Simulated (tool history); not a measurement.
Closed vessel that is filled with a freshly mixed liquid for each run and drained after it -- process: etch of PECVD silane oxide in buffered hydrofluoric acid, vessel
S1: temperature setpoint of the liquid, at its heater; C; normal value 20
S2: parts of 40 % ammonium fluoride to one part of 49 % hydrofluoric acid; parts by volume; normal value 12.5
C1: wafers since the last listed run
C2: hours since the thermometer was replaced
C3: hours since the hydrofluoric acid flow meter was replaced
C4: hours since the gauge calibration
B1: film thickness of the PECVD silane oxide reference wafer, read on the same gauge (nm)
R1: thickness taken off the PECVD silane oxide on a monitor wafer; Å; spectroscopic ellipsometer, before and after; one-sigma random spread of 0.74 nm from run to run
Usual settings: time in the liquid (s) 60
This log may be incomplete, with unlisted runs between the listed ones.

Run 1, hour 0: usual settings; C1 0; C2 435.8; C3 157.2; C4 70.5; B1 100.01. Result: R1 963.6 Å.
Run 2, hour 77.5: usual settings; C1 11385; C2 513.3; C3 234.7; C4 148; B1 100.01. Result: R1 939 Å.
Run 3, hour 147.5: usual settings; C1 10283; C2 583.3; C3 304.7; C4 218; B1 99.98. Result: R1 931.1 Å.
Run 4, hour 242.3: usual settings; C1 13927; C2 678.1; C3 399.5; C4 312.8; B1 99.99. Result: R1 920.7 Å.
Run 5, hour 313.1: usual settings; C1 10401; C2 748.9; C3 470.3; C4 383.6; B1 99.99. Result: R1 933.8 Å.
Run 6, hour 381.5: usual settings; C1 10048; C2 817.3; C3 538.7; C4 452; B1 100. Result: R1 934.2 Å.
Run 7, hour 445.9: usual settings; C1 9461; C2 881.7; C3 603.1; C4 516.4; B1 100. Result: R1 904.2 Å.
Run 8, hour 502.5: usual settings; C1 8315; C2 938.3; C3 659.7; C4 573; B1 100.02. Result: R1 916.4 Å.
At hour 541.2: hydrofluoric acid flow meter replaced.
Run 9, hour 560.9: usual settings; C1 8432; C2 996.7; C3 19.7; C4 631.4; B1 100.01. Result: R1 956.1 Å.
Run 10, hour 620.5: usual settings; C1 8755; C2 1056.3; C3 79.3; C4 691; B1 100.02. Result: R1 948.7 Å.
Run 11, hour 665.8: usual settings; C1 6655; C2 1101.6; C3 124.6; C4 736.3; B1 100. Result: R1 949.1 Å.
Run 12, hour 730: usual settings; C1 9431; C2 1165.8; C3 188.8; C4 800.5; B1 100. Result: R1 928.6 Å.
Run 13, hour 781.7: usual settings but S1 23 C, S2 9 parts by volume; C1 7595; C2 1217.5; C3 240.5; C4 852.2; B1 100.01. Result: R1 1469.8 Å.
Run 14, hour 863.4: usual settings but S1 23 C, S2 9 parts by volume; C1 12002; C2 1299.2; C3 322.2; C4 933.9; B1 100. Result: R1 1480.9 Å.
Run 15, hour 932: usual settings; C1 10078; C2 1367.8; C3 390.8; C4 1002.5; B1 99.99. Result: R1 923.5 Å.
Run 16, hour 1010.7: usual settings but S1 17 C, S2 14 parts by volume, time in the liquid (s) 30; C1 11561; C2 1446.5; C3 469.5; C4 1081.2; B1 100.01. Result: R1 350.3 Å.
Run 17, hour 1048.1: usual settings but S1 17.5 C, S2 17 parts by volume, time in the liquid (s) 30; C1 5494; C2 1483.9; C3 506.9; C4 1118.6; B1 100.01. Result: R1 295.1 Å.
Run 18, hour 1121.8: usual settings; C1 10827; C2 1557.6; C3 580.6; C4 1192.3; B1 100. Result: R1 900 Å.
Run 19, hour 1199.9: usual settings; C1 11473; C2 1635.7; C3 658.7; C4 1270.4; B1 100.02. Result: R1 900.9 Å.
At hour 1244.2: thermometer replaced.
At hour 1247.4: hydrofluoric acid flow meter replaced.
Run 20, hour 1265.2: usual settings but S1 22.5 C, time in the liquid (s) 45; C1 9299; C2 21; C3 17.8; C4 1335.7; B1 100.01. Result: R1 832.5 Å.
At hour 1277.2: gauge calibrated.
Run 21, hour 1315.7: usual settings; C1 7418; C2 71.5; C3 68.3; C4 38.5; B1 99.99. Result: R1 951.2 Å.
Run 22, hour 1393.8: usual settings; C1 11473; C2 149.6; C3 146.4; C4 116.6; B1 99.98. Result: R1 944.3 Å.
Run 23, hour 1480.4: usual settings but S1 23.5 C, S2 11 parts by volume, time in the liquid (s) 80; C1 12722; C2 236.2; C3 233; C4 203.2; B1 99.99. Result: R1 1724 Å.
Run 24, hour 1516.6: usual settings but S1 18.5 C, S2 15 parts by volume, time in the liquid (s) 95; C1 5318; C2 272.4; C3 269.2; C4 239.4; B1 100. Result: R1 1131.5 Å.
Run 25, hour 1594.2: usual settings but S1 17 C; C1 11400; C2 350; C3 346.8; C4 317; B1 99.98. Result: R1 789 Å.
Run 26, hour 1630.7: usual settings but S1 24 C, S2 8.5 parts by volume, time in the liquid (s) 85; C1 5362; C2 386.5; C3 383.3; C4 353.5; B1 99.99. Result: R1 2279.9 Å.
Run 27, hour 1832.4: usual settings but S1 17.5 C; C1 29631; C2 588.2; C3 585; C4 555.2; B1 100. Result: R1 804.2 Å.
Run 28, hour 1906.1: usual settings but S1 17 C, time in the liquid (s) 90; C1 10827; C2 661.9; C3 658.7; C4 628.9; B1 100.02. Result: R1 1130.7 Å.
At hour 1958.6: hydrofluoric acid flow meter replaced.
Run 29, hour 1994.8: usual settings but S2 10.5 parts by volume, time in the liquid (s) 30; C1 12884; C2 750.6; C3 36.2; C4 717.6; B1 100.03. Result: R1 574.8 Å.

Each row is a separate what-if for the run after 29, all from the same tool condition, not one after another. Results?
Run A, hour 1995.5: usual settings; C1 102; C2 751.3; C3 36.9; C4 718.3; B1 ?. Result: R1 ?.
Run B, hour 1995.5: usual settings but S2 10 parts by volume; C1 102; C2 751.3; C3 36.9; C4 718.3; B1 ?. Result: R1 ?.
Run C, hour 1995.5: usual settings but S1 23 C, time in the liquid (s) 45; C1 102; C2 751.3; C3 36.9; C4 718.3; B1 ?. Result: R1 ?.

run      B1      R1
  A  100.01   963.2
  B  100.01  1197.6
  C  100.01   853.2
Without the tool's unlogged condition, the same runs would have read:
run      R1
  A   968.9
  B  1204.7
  C   858.2

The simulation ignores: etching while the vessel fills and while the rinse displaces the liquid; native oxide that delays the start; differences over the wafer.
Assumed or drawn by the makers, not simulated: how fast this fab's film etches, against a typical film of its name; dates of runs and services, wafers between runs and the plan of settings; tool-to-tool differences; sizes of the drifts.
